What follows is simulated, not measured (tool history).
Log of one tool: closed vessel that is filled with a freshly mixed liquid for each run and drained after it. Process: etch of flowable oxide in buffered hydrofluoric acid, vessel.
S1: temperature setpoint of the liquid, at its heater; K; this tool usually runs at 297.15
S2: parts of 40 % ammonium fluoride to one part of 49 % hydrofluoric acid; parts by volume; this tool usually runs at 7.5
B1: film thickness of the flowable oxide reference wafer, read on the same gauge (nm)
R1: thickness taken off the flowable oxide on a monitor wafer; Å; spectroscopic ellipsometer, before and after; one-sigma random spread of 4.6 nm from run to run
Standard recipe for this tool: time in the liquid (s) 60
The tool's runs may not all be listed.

run 1 day=0.000 | S1=297.15 S2=7.5 time_in_the_liquid_(s)=60 | B1=30.02 | R1=5063.7
run 2 day=0.558 | S1=297.15 S2=7.5 time_in_the_liquid_(s)=60 | B1=30.05 | R1=5002.0
run 3 day=1.150 | S1=297.15 S2=7.5 time_in_the_liquid_(s)=60 | B1=29.99 | R1=5016.5
-- day=1.200 thermometer replaced
run 4 day=1.425 | S1=297.15 S2=7.5 time_in_the_liquid_(s)=60 | B1=29.99 | R1=5533.8
run 5 day=2.146 | S1=297.15 S2=7.5 time_in_the_liquid_(s)=60 | B1=29.99 | R1=5351.2
run 6 day=2.612 | S1=300.15 S2=9.5 time_in_the_liquid_(s)=60 | B1=30.00 | R1=5015.8
run 7 day=2.992 | S1=297.15 S2=7.5 time_in_the_liquid_(s)=60 | B1=29.98 | R1=5487.0
run 8 day=3.333 | S1=297.15 S2=7.5 time_in_the_liquid_(s)=60 | B1=30.04 | R1=5465.2
run 9 day=3.629 | S1=297.15 S2=7.5 time_in_the_liquid_(s)=60 | B1=29.99 | R1=5417.9
-- day=4.050 hydrofluoric acid flow meter replaced
run 10 day=4.162 | S1=297.15 S2=7.5 time_in_the_liquid_(s)=60 | B1=30.02 | R1=4914.3
run 11 day=4.558 | S1=297.15 S2=7.5 time_in_the_liquid_(s)=60 | B1=30.01 | R1=4813.9
run 12 day=5.125 | S1=299.65 S2=10.0 time_in_the_liquid_(s)=70 | B1=29.99 | R1=5045.0
run 13 day=5.658 | S1=297.15 S2=7.5 time_in_the_liquid_(s)=40 | B1=30.02 | R1=3261.3
run 14 day=6.021 | S1=295.65 S2=9.0 time_in_the_liquid_(s)=85 | B1=30.01 | R1=5281.1
run 15 day=6.567 | S1=297.15 S2=5.0 time_in_the_liquid_(s)=70 | B1=30.03 | R1=8139.6
run 16 day=7.238 | S1=294.65 S2=5.5 time_in_the_liquid_(s)=45 | B1=30.02 | R1=4184.9
run 17 day=7.567 | S1=297.15 S2=7.5 time_in_the_liquid_(s)=30 | B1=29.99 | R1=2442.2
run 18 day=8.254 | S1=297.15 S2=7.5 time_in_the_liquid_(s)=60 | B1=29.99 | R1=4910.5
run 19 day=8.546 | S1=298.65 S2=7.5 time_in_the_liquid_(s)=90 | B1=29.98 | R1=7908.5
-- day=9.467 gauge calibrated
run 20 day=10.629 | S1=297.15 S2=7.5 time_in_the_liquid_(s)=60 | B1=29.99 | R1=4787.2
run 21 day=11.154 | S1=300.65 S2=9.5 time_in_the_liquid_(s)=60 | B1=29.98 | R1=4596.3
run 22 day=11.783 | S1=297.15 S2=9.0 time_in_the_liquid_(s)=30 | B1=30.00 | R1=1974.5
run 23 day=12.488 | S1=297.15 S2=5.5 time_in_the_liquid_(s)=80 | B1=29.99 | R1=8486.3
run 24 day=12.883 | S1=297.15 S2=7.5 time_in_the_liquid_(s)=60 | B1=29.98 | R1=4860.2
run 25 day=13.567 | S1=297.15 S2=6.5 time_in_the_liquid_(s)=45 | B1=30.02 | R1=4133.0
run 26 day=14.142 | S1=301.65 S2=9.0 time_in_the_liquid_(s)=50 | B1=30.04 | R1=4212.9
run 27 day=14.762 | S1=297.15 S2=7.5 time_in_the_liquid_(s)=60 | B1=29.99 | R1=4790.3
run 28 day=15.321 | S1=297.15 S2=7.5 time_in_the_liquid_(s)=60 | B1=29.97 | R1=4767.2
run 29 day=15.854 | S1=297.15 S2=7.5 time_in_the_liquid_(s)=60 | B1=29.98 | R1=4828.9
run 30 day=16.504 | S1=301.15 S2=7.5 time_in_the_liquid_(s)=60 | B1=30.00 | R1=6033.2
run 31 day=16.979 | S1=297.15 S2=6.0 time_in_the_liquid_(s)=60 | B1=30.03 | R1=5835.5
run 32 day=17.721 | S1=301.65 S2=8.5 time_in_the_liquid_(s)=30 | B1=30.01 | R1=2646.4

Run by run, hidden condition taken away, random variation retained:
The tool's hidden condition here consists of: liquid colder than its thermometer reads (K); hydrofluoric acid flow above the setpoint (%); gauge reads high (%).
run=1 R1=4972.7
run=2 R1=4916.6
run=3 R1=4938.1
run=4 R1=5000.9
run=5 R1=4841.0
run=6 R1=4613.9
run=7 R1=4973.8
run=8 R1=4958.3
run=9 R1=4917.5
run=10 R1=4984.5
run=11 R1=4884.4
run=12 R1=5133.4
run=13 R1=3314.3
run=14 R1=5370.6
run=15 R1=8290.5
run=16 R1=4272.8
run=17 R1=2487.4
run=18 R1=5004.2
run=19 R1=8058.4
run=20 R1=4894.3
run=21 R1=4743.7
run=22 R1=2021.1
run=23 R1=8744.9
run=24 R1=4980.8
run=25 R1=4266.5
run=26 R1=4316.5
run=27 R1=4921.2
run=28 R1=4900.1
run=29 R1=4966.3
run=30 R1=6202.3
run=31 R1=6064.4
run=32 R1=2722.8
